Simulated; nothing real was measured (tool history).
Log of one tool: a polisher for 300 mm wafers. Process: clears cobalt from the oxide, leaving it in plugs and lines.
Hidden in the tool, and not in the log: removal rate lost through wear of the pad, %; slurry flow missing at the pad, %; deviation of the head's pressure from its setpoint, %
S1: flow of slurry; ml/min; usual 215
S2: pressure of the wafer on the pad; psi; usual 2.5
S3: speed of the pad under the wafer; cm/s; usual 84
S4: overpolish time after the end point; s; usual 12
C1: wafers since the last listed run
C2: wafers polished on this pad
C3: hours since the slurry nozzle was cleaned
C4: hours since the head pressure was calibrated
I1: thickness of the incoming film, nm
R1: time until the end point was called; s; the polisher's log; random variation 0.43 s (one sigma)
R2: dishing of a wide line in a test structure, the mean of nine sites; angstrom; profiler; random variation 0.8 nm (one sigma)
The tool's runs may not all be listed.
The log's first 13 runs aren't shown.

run    hour   S1   S2   S3  S4    C1     C2     C3     C4     I1    R1   R2
 14  1234.3  190  2.5   84   7  1297   7238  784.2  846.1  176.5  30.3  241
 15  1310.9  250  2.5   84   8  1112   8351  860.8  922.7  181.2  29.4  284
     1348.4  -- slurry nozzle cleaned
     1403.8  -- head pressure recalibrated
 16  1404.1  215  2.5   84  16  1310   9662   55.7    0.3  181.0  32.4  354
 17  1508.8  155  2.5   64  12  1521  11183  160.4  105.0  179.1  40.5  285
 18  1579.4  165  2.9   84  12  1025  12209  231.0  175.6  179.2  28.4  342
 19  1680.0  270  2.5   84  17  1461  13671  331.6  276.2  180.8  31.0  382
     1735.4  -- worn pad replaced by a new one
 20  1784.2  215  2.5   84  12  1455    709  435.8  380.4  180.5  31.4  322
 21  1891.3  215  2.5   84  12  1556   2265  542.9  487.5  181.4  31.2  337
 22  2127.2  215  2.5   84  12  3427   5692  778.8  723.4  180.0  30.8  324
     2166.1  -- slurry nozzle cleaned
 23  2192.1  215  2.5   94  12   928   6620   26.0  788.3  180.7  27.7  337
 24  2254.7  215  1.8   72  12   909   7530   88.6  850.9  181.3  45.9  269
     2299.5  -- head pressure recalibrated
 25  2313.4  175  2.1  104   7   823   8354  147.3   13.9  182.8  36.2  230
 26  2380.3  215  2.5   84  19   972   9326  214.2   80.8  180.1  34.0  381
 27  2477.2  215  1.8  100  12  1407  10734  311.1  177.7  180.9  40.7  296
 28  2634.5  215  2.5   84  12  2285  13019  468.4  335.0  179.6  33.0  316
 29  2700.2  215  2.5   84  12   954  13974  534.1  400.7  183.1  32.6  316
     2742.8  -- worn pad replaced by a new one
 30  2746.8  215  2.5   84   9   618     57  580.7  447.3  181.6  33.3  276
 31  2793.9  215  2.5   84  12   684    742  627.8  494.4  178.6  32.8  321
 32  2860.3  215  2.5   64  12   964   1706  694.2  560.8  182.1  39.1  290
 33  2924.0  240  2.5   76  12   925   2632  757.9  624.5  178.6  34.6  309
     2968.3  -- slurry nozzle cleaned
 34  3023.2  160  2.5   84  12  1426   4059   54.9  723.7  177.7  30.7  336

Forecast each of these 4 alternatives for the next run:
  A  3023.6  275  2.5  84  12   5  4064  55.3  724.1  178.7   ?   ?
  B  3023.6  275  2.5  60  18   5  4064  55.3  724.1  178.7   ?   ?
  C  3023.6  165  2.5  84  14   5  4064  55.3  724.1  178.7   ?   ?
  D  3023.6  215  2.2  96  12   5  4064  55.3  724.1  178.7   ?   ?

run    R1   R2
  A  29.5  339
  B  37.6  363
  C  30.8  355
  D  30.9  332
Without the tool's hidden state the same runs would have given:
run    R1   R2
  A  31.6  328
  B  40.3  353
  C  33.0  345
  D  33.1  322

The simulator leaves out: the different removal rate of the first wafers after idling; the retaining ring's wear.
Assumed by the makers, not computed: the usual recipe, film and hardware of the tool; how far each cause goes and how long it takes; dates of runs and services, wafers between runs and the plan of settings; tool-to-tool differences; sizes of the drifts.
